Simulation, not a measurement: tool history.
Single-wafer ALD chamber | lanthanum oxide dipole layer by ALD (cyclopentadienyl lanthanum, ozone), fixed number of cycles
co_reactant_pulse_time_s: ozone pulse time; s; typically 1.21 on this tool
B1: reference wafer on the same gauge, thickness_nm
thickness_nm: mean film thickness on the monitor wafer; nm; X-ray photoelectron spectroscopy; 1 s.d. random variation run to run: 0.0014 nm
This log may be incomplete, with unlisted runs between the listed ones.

{"run": 1, "day": 0.0, "co_reactant_pulse_time_s": 1.21, "B1": 0.651, "thickness_nm": 0.544}
{"run": 2, "day": 1.975, "co_reactant_pulse_time_s": 1.21, "B1": 0.651, "thickness_nm": 0.54}
{"run": 3, "day": 4.308, "co_reactant_pulse_time_s": 1.21, "B1": 0.652, "thickness_nm": 0.542}
{"run": 4, "day": 7.3, "co_reactant_pulse_time_s": 1.21, "B1": 0.652, "thickness_nm": 0.539}
{"day": 14.258, "done": "gauge calibrated"}
{"run": 5, "day": 16.212, "co_reactant_pulse_time_s": 1.21, "B1": 0.651, "thickness_nm": 0.536}
{"run": 6, "day": 18.092, "co_reactant_pulse_time_s": 1.41, "B1": 0.651, "thickness_nm": 0.568}
{"run": 7, "day": 19.238, "co_reactant_pulse_time_s": 1.41, "B1": 0.651, "thickness_nm": 0.569}
{"run": 8, "day": 21.129, "co_reactant_pulse_time_s": 1.41, "B1": 0.651, "thickness_nm": 0.568}
{"run": 9, "day": 22.288, "co_reactant_pulse_time_s": 0.94, "B1": 0.651, "thickness_nm": 0.448}
{"run": 10, "day": 25.05, "co_reactant_pulse_time_s": 0.94, "B1": 0.651, "thickness_nm": 0.446}
{"run": 11, "day": 26.542, "co_reactant_pulse_time_s": 1.21, "B1": 0.651, "thickness_nm": 0.534}
{"run": 12, "day": 27.8, "co_reactant_pulse_time_s": 1.45, "B1": 0.651, "thickness_nm": 0.57}
{"run": 13, "day": 29.054, "co_reactant_pulse_time_s": 1.43, "B1": 0.651, "thickness_nm": 0.571}
{"run": 14, "day": 31.292, "co_reactant_pulse_time_s": 1.68, "B1": 0.652, "thickness_nm": 0.589}
{"run": 15, "day": 33.592, "co_reactant_pulse_time_s": 1.21, "B1": 0.651, "thickness_nm": 0.533}
{"run": 16, "day": 35.979, "co_reactant_pulse_time_s": 1.53, "B1": 0.65, "thickness_nm": 0.577}
{"run": 17, "day": 37.779, "co_reactant_pulse_time_s": 1.38, "B1": 0.652, "thickness_nm": 0.565}
{"run": 18, "day": 40.071, "co_reactant_pulse_time_s": 1.43, "B1": 0.651, "thickness_nm": 0.569}
{"day": 42.679, "done": "showerhead replaced"}
{"run": 19, "day": 42.7, "co_reactant_pulse_time_s": 1.48, "B1": 0.651, "thickness_nm": 0.576}
{"run": 20, "day": 44.229, "co_reactant_pulse_time_s": 1.64, "B1": 0.651, "thickness_nm": 0.586}
{"run": 21, "day": 46.542, "co_reactant_pulse_time_s": 0.79, "B1": 0.651, "thickness_nm": 0.353}
{"day": 46.925, "done": "ozone generator serviced"}
{"day": 52.317, "done": "thermocouple changed; heater temperature recalibrated"}
{"run": 22, "day": 55.083, "co_reactant_pulse_time_s": 0.81, "B1": 0.651, "thickness_nm": 0.382}
{"run": 23, "day": 56.471, "co_reactant_pulse_time_s": 1.33, "B1": 0.65, "thickness_nm": 0.564}
{"run": 24, "day": 58.425, "co_reactant_pulse_time_s": 1.21, "B1": 0.651, "thickness_nm": 0.541}
{"run": 25, "day": 60.562, "co_reactant_pulse_time_s": 0.83, "B1": 0.651, "thickness_nm": 0.392}
{"run": 26, "day": 62.525, "co_reactant_pulse_time_s": 0.86, "B1": 0.651, "thickness_nm": 0.41}
{"run": 27, "day": 65.283, "co_reactant_pulse_time_s": 1.62, "B1": 0.652, "thickness_nm": 0.586}
{"run": 28, "day": 66.512, "co_reactant_pulse_time_s": 1.46, "B1": 0.652, "thickness_nm": 0.575}
{"run": 29, "day": 68.25, "co_reactant_pulse_time_s": 1.21, "B1": 0.651, "thickness_nm": 0.537}
{"run": 30, "day": 70.146, "co_reactant_pulse_time_s": 1.21, "B1": 0.65, "thickness_nm": 0.536}
{"day": 75.533, "done": "gauge calibrated"}
{"run": 31, "day": 76.104, "co_reactant_pulse_time_s": 0.73, "B1": 0.651, "thickness_nm": 0.305}
{"run": 32, "day": 77.4, "co_reactant_pulse_time_s": 1.44, "B1": 0.651, "thickness_nm": 0.572}
{"run": 33, "day": 78.654, "co_reactant_pulse_time_s": 1.21, "B1": 0.651, "thickness_nm": 0.537}

The logged runs with the hidden state left out (each run's random variation unchanged):
Hidden state present: wafer temperature above the value expected at the setpoint (K); ozone dose above that of a generator just serviced (%); gauge reads high (%).
run=1 thickness_nm=0.554
run=2 thickness_nm=0.552
run=3 thickness_nm=0.554
run=4 thickness_nm=0.553
run=5 thickness_nm=0.552
run=6 thickness_nm=0.579
run=7 thickness_nm=0.581
run=8 thickness_nm=0.579
run=9 thickness_nm=0.474
run=10 thickness_nm=0.472
run=11 thickness_nm=0.552
run=12 thickness_nm=0.581
run=13 thickness_nm=0.583
run=14 thickness_nm=0.596
run=15 thickness_nm=0.551
run=16 thickness_nm=0.587
run=17 thickness_nm=0.578
run=18 thickness_nm=0.581
run=19 thickness_nm=0.587
run=20 thickness_nm=0.594
run=21 thickness_nm=0.383
run=22 thickness_nm=0.397
run=23 thickness_nm=0.572
run=24 thickness_nm=0.552
run=25 thickness_nm=0.412
run=26 thickness_nm=0.431
run=27 thickness_nm=0.592
run=28 thickness_nm=0.584
run=29 thickness_nm=0.553
run=30 thickness_nm=0.552
run=31 thickness_nm=0.332
run=32 thickness_nm=0.584
run=33 thickness_nm=0.555

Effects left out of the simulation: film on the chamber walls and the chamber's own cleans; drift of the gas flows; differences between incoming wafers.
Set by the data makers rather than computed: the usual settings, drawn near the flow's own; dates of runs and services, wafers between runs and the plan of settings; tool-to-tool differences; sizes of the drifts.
